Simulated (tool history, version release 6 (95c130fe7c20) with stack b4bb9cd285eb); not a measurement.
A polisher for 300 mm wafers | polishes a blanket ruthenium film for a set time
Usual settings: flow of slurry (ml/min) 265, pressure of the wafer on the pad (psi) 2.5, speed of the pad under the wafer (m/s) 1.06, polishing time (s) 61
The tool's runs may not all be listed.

run	hour	flow of slurry (ml/min)	pressure of the wafer on the pad (psi)	speed of the pad under the wafer (m/s)	polishing time (s)	wafers since the last listed run	wafers polished on this pad	hours since the slurry nozzle was cleaned	hours since the head pressure was calibrated	incoming thickness of the incoming film, nm	film removed (angstrom)
1	0	265	2.5	1.06	61	0	1739	456.7	122.8	264	979
# hour 25: worn pad replaced by a new one
2	32.4	265	2.9	1.06	61	279	72	489.1	155.2	262.8	1147
3	65.1	265	2.9	1.06	61	321	394	521.8	187.9	257.8	1146
4	83.2	265	2.9	1.06	61	178	573	539.9	206	262.2	1139
5	116	265	2.5	1.06	61	322	895	572.7	238.8	260.8	990
6	150.6	265	2.5	1.06	61	340	1236	607.3	273.4	259	990
7	173.2	265	2.5	1.06	61	222	1459	629.9	296	260.3	1006
# hour 238.6: worn pad replaced by a new one
8	263.3	265	2.5	1.06	61	847	243	720	386.1	260.1	1025
9	279.4	265	2.5	1.06	61	158	402	736.1	402.2	264.1	1022
10	312	265	2.5	1.06	61	320	723	768.7	434.8	256.1	1035
11	324.6	265	2.5	1.06	61	124	847	781.3	447.4	263.3	1023
12	347.5	265	2.5	1.3	61	225	1072	804.2	470.3	262.7	1243
13	372.9	265	2.5	1.3	61	250	1322	829.6	495.7	260.9	1255
# hour 377.2: head pressure recalibrated
# hour 384.4: slurry nozzle cleaned
14	407.3	265	2.5	1.3	61	309	1631	22.9	30.1	257.9	1223
15	420.2	265	2.3	1.06	61	127	1758	35.8	43	260.2	917
16	453	265	2.3	1.06	61	322	2081	68.6	75.8	261.2	917
# hour 472.1: worn pad replaced by a new one
17	472.6	265	2.5	1.06	61	153	4	88.2	95.4	263.6	1014
18	499.2	265	1.9	1.18	61	261	266	114.8	122	265.4	842
19	520	265	2.5	1.06	73	204	471	135.6	142.8	256.6	1218
20	552	265	2.5	1.06	61	315	786	167.6	174.8	259.6	1020
21	586	265	3	1.24	46	334	1121	201.6	208.8	260.4	1064
22	605.9	350	3.2	1.06	61	195	1316	221.5	228.7	261.4	1367
23	627.9	265	2.5	1.06	61	216	1533	243.5	250.7	260	1033
24	643.8	265	2.5	1.06	61	156	1690	259.4	266.6	261	1034
# hour 674.9: worn pad replaced by a new one
25	675.4	200	2.5	0.96	61	271	5	291	298.2	263.7	902
26	692.1	265	2.5	1.06	61	164	169	307.7	314.9	261	1035
27	726.6	340	1.8	0.7	71	339	509	342.2	349.4	257.8	611
28	748.1	225	2.5	1.36	61	211	720	363.7	370.9	262.2	1307
29	780.7	305	2.5	1.06	40	320	1041	396.3	403.5	260.9	731
30	794.1	265	1.9	0.86	61	131	1173	409.7	416.9	256.1	668
31	827	265	2.5	1.06	61	323	1497	442.6	449.8	257.4	1085
32	841	220	3.3	1.16	72	137	1635	456.6	463.8	256.1	1821
33	861.5	295	2.5	1.06	61	201	1837	477.1	484.3	256.8	1099
# hour 868.5: worn pad replaced by a new one
34	884.1	265	2.5	0.88	61	183	154	499.7	506.9	255.9	927
# hour 897.1: head pressure recalibrated
35	917.6	265	2.5	0.78	76	310	464	533.2	20.5	261.7	905
36	943.1	310	3.1	0.78	61	251	715	558.7	46	255.4	913
37	956.8	320	2.5	1.06	70	134	850	572.4	59.7	258.9	1123
38	990.9	265	3.2	1.06	61	335	1185	606.5	93.8	260	1242

How the hidden state differs across the entries between the runs, from the last listed run before each to the first after it:
Between runs 1 and 2: worn pad replaced by a new one (hour 25)
  slurry flow missing at the pad, %: 15.4 -> 17.6; deviation of the head's pressure from its setpoint, %: 0.584 -> 1.09
  measured less the result without the state, film removed (angstrom): -11 -> -11
Between runs 7 and 8: worn pad replaced by a new one (hour 238.6)
  slurry flow missing at the pad, %: 28.8 -> 37.5; deviation of the head's pressure from its setpoint, %: 4.67 -> 8.12
  measured less the result without the state, film removed (angstrom): +8 -> +23
Between runs 13 and 14: head pressure recalibrated (hour 377.2); slurry nozzle cleaned (hour 384.4)
  slurry flow missing at the pad, %: 49.6 -> 2.32; deviation of the head's pressure from its setpoint, %: 13.6 -> 0.386
  measured less the result without the state, film removed (angstrom): +47 -> +2
Between runs 16 and 17: worn pad replaced by a new one (hour 472.1)
  slurry flow missing at the pad, %: 2.62 -> 2.84; deviation of the head's pressure from its setpoint, %: 0.658 -> 0.847
  measured less the result without the state, film removed (angstrom): +4 -> +6
Between runs 24 and 25: worn pad replaced by a new one (hour 674.9)
  slurry flow missing at the pad, %: 7.08 -> 8.32; deviation of the head's pressure from its setpoint, %: 4.33 -> 5.34
  measured less the result without the state, film removed (angstrom): +35 -> +36
Between runs 33 and 34: worn pad replaced by a new one (hour 868.5)
  slurry flow missing at the pad, %: 18.5 -> 20.1; deviation of the head's pressure from its setpoint, %: 13.5 -> 14.8
  measured less the result without the state, film removed (angstrom): +112 -> +100
Between runs 34 and 35: head pressure recalibrated (hour 897.1)
  slurry flow missing at the pad, %: 20.1 -> 22.6; deviation of the head's pressure from its setpoint, %: 14.8 -> -0.212
  measured less the result without the state, film removed (angstrom): +100 -> -27
